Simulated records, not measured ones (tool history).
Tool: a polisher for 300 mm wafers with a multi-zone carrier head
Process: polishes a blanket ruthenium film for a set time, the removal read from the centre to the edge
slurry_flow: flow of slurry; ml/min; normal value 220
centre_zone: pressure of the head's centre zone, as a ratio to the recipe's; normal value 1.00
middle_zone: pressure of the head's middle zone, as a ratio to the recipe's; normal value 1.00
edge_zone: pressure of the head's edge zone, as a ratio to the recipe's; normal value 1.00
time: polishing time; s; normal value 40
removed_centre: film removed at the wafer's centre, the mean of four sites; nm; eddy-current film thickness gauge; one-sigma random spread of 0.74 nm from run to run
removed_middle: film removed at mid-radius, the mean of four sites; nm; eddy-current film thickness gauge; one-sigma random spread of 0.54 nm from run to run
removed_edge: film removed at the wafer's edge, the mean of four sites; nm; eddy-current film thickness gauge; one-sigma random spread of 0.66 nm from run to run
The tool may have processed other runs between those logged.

run	hour	slurry_flow	centre_zone	middle_zone	edge_zone	time	incoming thickness of the incoming film, nm	removed_centre	removed_middle	removed_edge
1	0.0	220	1.00	0.97	1.06	40	406.4	56.4	54.8	58.0
2	51.9	220	1.00	1.00	1.00	40	416.6	55.4	55.0	55.4
# hour 73.0: worn pad replaced by a new one
3	100.9	220	1.00	1.00	1.03	40	409.4	61.7	62.0	61.2
# hour 102.4: slurry nozzle cleaned
# hour 131.0: carrier head's membrane replaced by a new one
4	146.7	220	1.00	1.00	1.00	40	404.3	60.3	59.7	61.0
5	208.5	220	1.00	1.00	1.00	40	415.4	58.6	57.9	58.9
# hour 233.7: centre zone pressure recalibrated
6	261.6	200	1.00	1.00	0.88	28	405.1	38.7	39.6	37.4
7	290.9	220	1.00	1.00	1.00	40	406.0	55.5	56.9	56.1
8	316.7	270	0.93	1.00	0.96	49	415.2	65.2	70.8	68.1
# hour 350.2: worn pad replaced by a new one
9	364.2	195	1.04	0.97	1.00	26	406.2	40.3	38.5	39.7
10	397.3	220	1.00	1.03	1.04	50	408.7	75.3	77.7	79.8
11	446.2	220	1.02	1.00	1.00	32	407.7	49.0	47.8	48.9
12	486.1	220	1.00	0.97	1.00	31	410.3	45.7	44.6	46.0
13	540.2	285	1.00	0.92	1.00	46	407.3	68.7	63.9	68.5
# hour 548.0: edge zone pressure recalibrated
# hour 562.8: slurry nozzle cleaned
14	607.9	220	1.00	1.00	1.06	40	413.3	56.2	55.5	57.5
# hour 630.5: worn pad replaced by a new one
15	659.2	220	1.00	1.11	1.00	28	412.2	44.1	47.5	43.6
16	717.1	220	1.00	1.06	1.04	40	404.5	61.4	63.6	61.7
17	770.8	220	1.00	1.05	0.90	40	410.1	59.2	61.5	56.2
18	831.7	250	1.00	0.94	0.95	27	406.2	38.8	38.0	38.1
# hour 883.6: worn pad replaced by a new one
19	891.5	220	1.00	1.00	1.00	40	417.3	61.1	62.2	61.5
20	950.3	220	1.00	1.00	1.03	48	414.3	72.9	71.2	73.9
21	1004.3	245	0.88	1.00	1.00	40	413.4	52.2	60.3	60.0

Difference, measured minus no-hidden-state, one row per run. Run-to-run variation is common to both terms; the gauge's own scatter need not be:
Hidden state present: removal rate lost through wear of the pad, %; slurry flow missing at the pad, %; deviation of the centre zone's pressure from its setpoint, %; deviation of the edge zone's pressure from its setpoint, %.
run	removed_centre	removed_middle	removed_edge
1	-6.7	-6.5	-6.9
2	-8.0	-7.9	-8.0
3	-1.7	-1.7	-1.6
4	-2.8	-2.8	-2.9
5	-4.4	-4.3	-4.4
6	-3.8	-3.9	-3.7
7	-6.3	-6.5	-6.4
8	-8.2	-8.9	-8.6
9	-0.7	-0.7	-0.8
10	-2.4	-2.5	-2.6
11	-2.7	-2.5	-2.6
12	-3.2	-3.1	-3.2
13	-6.6	-6.1	-6.6
14	-7.4	-7.3	-7.5
15	-0.5	-0.6	-0.6
16	-2.2	-2.3	-2.2
17	-3.6	-3.7	-3.4
18	-3.4	-3.3	-3.4
19	-1.3	-1.3	-1.4
20	-3.5	-3.3	-3.5
21	-3.8	-4.3	-4.3

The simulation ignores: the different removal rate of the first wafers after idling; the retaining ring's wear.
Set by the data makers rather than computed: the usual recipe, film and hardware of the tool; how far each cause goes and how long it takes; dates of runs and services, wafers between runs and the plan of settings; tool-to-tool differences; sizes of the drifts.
